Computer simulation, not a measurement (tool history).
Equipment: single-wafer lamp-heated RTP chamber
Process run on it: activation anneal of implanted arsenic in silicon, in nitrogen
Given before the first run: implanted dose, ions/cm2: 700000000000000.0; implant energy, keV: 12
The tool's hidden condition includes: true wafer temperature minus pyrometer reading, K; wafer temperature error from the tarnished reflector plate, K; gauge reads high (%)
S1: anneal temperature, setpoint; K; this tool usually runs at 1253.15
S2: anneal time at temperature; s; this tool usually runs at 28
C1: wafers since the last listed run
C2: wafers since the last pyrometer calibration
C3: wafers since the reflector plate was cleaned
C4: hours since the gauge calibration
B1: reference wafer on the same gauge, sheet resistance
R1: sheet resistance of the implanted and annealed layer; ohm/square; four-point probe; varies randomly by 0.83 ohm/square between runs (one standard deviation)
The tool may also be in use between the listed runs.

run 1 hour=0 | S1=1253.15 S2=28 | C1=0 C2=1696 C3=10689 C4=138.6 | B1=184.23 | R1=163.43
run 2 hour=10 | S1=1253.15 S2=28 | C1=124 C2=1821 C3=10813 C4=148.6 | B1=183.68 | R1=163.41
run 3 hour=24.1 | S1=1253.15 S2=28 | C1=175 C2=1996 C3=10988 C4=162.7 | B1=184.07 | R1=163.1
run 4 hour=40.9 | S1=1253.15 S2=40 | C1=208 C2=2204 C3=11197 C4=179.5 | B1=184 | R1=158.4
-- hour=52.8 gauge calibrated
run 5 hour=53.6 | S1=1253.15 S2=40 | C1=157 C2=2362 C3=11355 C4=0.8 | B1=184.01 | R1=157.89
run 6 hour=59.7 | S1=1253.15 S2=40 | C1=75 C2=2438 C3=11430 C4=6.9 | B1=183.89 | R1=158.46
run 7 hour=65.8 | S1=1253.15 S2=28 | C1=75 C2=2513 C3=11506 C4=13 | B1=183.71 | R1=162.85
run 8 hour=73.9 | S1=1253.15 S2=28 | C1=100 C2=2614 C3=11607 C4=21.1 | B1=184.22 | R1=162.77
run 9 hour=82.3 | S1=1253.15 S2=28 | C1=104 C2=2718 C3=11711 C4=29.5 | B1=184.19 | R1=161.7
run 10 hour=89.9 | S1=1247.15 S2=40 | C1=94 C2=2813 C3=11805 C4=37.1 | B1=183.8 | R1=159.92
run 11 hour=106.1 | S1=1247.15 S2=40 | C1=201 C2=3014 C3=12006 C4=53.3 | B1=183.76 | R1=157.64
run 12 hour=115.8 | S1=1253.15 S2=28 | C1=120 C2=3134 C3=12127 C4=63 | B1=184.03 | R1=163.3
run 13 hour=125.7 | S1=1253.15 S2=28 | C1=122 C2=3257 C3=12250 C4=72.9 | B1=184.14 | R1=163.43
run 14 hour=138.3 | S1=1253.15 S2=28 | C1=156 C2=3414 C3=12406 C4=85.5 | B1=184.01 | R1=161.36
run 15 hour=154.6 | S1=1253.15 S2=28 | C1=202 C2=3616 C3=12609 C4=101.8 | B1=184.4 | R1=159.02
run 16 hour=167.3 | S1=1278.15 S2=42 | C1=157 C2=3774 C3=12766 C4=114.5 | B1=184.11 | R1=146.46
run 17 hour=176.2 | S1=1234.15 S2=19 | C1=110 C2=3884 C3=12877 C4=123.4 | B1=184.57 | R1=171.91
-- hour=187.9 reflector plate cleaned
run 18 hour=188.4 | S1=1253.15 S2=28 | C1=52 C2=3936 C3=6 C4=135.6 | B1=184.36 | R1=160.15
run 19 hour=192.4 | S1=1253.15 S2=13 | C1=49 C2=3986 C3=56 C4=139.6 | B1=183.95 | R1=170.16
-- hour=202.6 pyrometer window cleaned and pyrometer calibrated
run 20 hour=206 | S1=1272.15 S2=13 | C1=69 C2=41 C3=125 C4=153.2 | B1=184.16 | R1=167.83
run 21 hour=222.9 | S1=1282.15 S2=28 | C1=209 C2=251 C3=335 C4=170.1 | B1=183.39 | R1=155.81
run 22 hour=230.5 | S1=1253.15 S2=28 | C1=94 C2=346 C3=429 C4=177.7 | B1=183.83 | R1=163.41
run 23 hour=239.1 | S1=1236.15 S2=34 | C1=106 C2=452 C3=536 C4=186.3 | B1=184.15 | R1=167.03
-- hour=249.1 gauge calibrated
run 24 hour=249.4 | S1=1227.15 S2=44 | C1=127 C2=580 C3=664 C4=0.3 | B1=184.18 | R1=168.76
run 25 hour=266 | S1=1253.15 S2=28 | C1=206 C2=786 C3=870 C4=16.9 | B1=184.13 | R1=162.18
run 26 hour=281.5 | S1=1268.15 S2=17 | C1=192 C2=979 C3=1063 C4=32.4 | B1=184.09 | R1=164.44
run 27 hour=299 | S1=1253.15 S2=43 | C1=217 C2=1196 C3=1280 C4=49.9 | B1=183.8 | R1=157.16
run 28 hour=316.9 | S1=1253.15 S2=28 | C1=222 C2=1418 C3=1502 C4=67.8 | B1=184.2 | R1=162.57
run 29 hour=334.2 | S1=1253.15 S2=12 | C1=214 C2=1633 C3=1717 C4=85.1 | B1=184.09 | R1=170.56
run 30 hour=349.8 | S1=1231.15 S2=18 | C1=193 C2=1827 C3=1911 C4=100.7 | B1=184.06 | R1=173.29
run 31 hour=362.6 | S1=1273.15 S2=28 | C1=158 C2=1986 C3=2070 C4=113.5 | B1=183.59 | R1=156.26

For some of the steps in R1 from one run to the next: how much would appear even if the tool had no hidden state, given the settings, what came in and random variation, and how much remains for the hidden state plus any gauge scatter that the measured result and the result without hidden state don't share?
Run 15 -> 16: S1 1253.15 -> 1278.15, S2 28 -> 42. R1 -12.56 ohm/square: hidden state -0.18, all else -12.38.
Run 16 -> 17: S1 1278.15 -> 1234.15, S2 42 -> 19. R1 +25.45 ohm/square: hidden state +0.17, all else +25.28.
Run 18 -> 19: S2 28 -> 13. R1 +10.01 ohm/square: hidden state +0.7, all else +9.31.
Run 19 -> 20: S1 1253.15 -> 1272.15, pyrometer window cleaned and pyrometer calibrated. R1 -2.33 ohm/square: hidden state +3.15, all else -5.48.
Run 29 -> 30: S1 1253.15 -> 1231.15, S2 12 -> 18. R1 +2.73 ohm/square: hidden state -0.56, all else +3.29.
Run 30 -> 31: S1 1231.15 -> 1273.15, S2 18 -> 28. R1 -17.03 ohm/square: hidden state -0.38, all else -16.65.
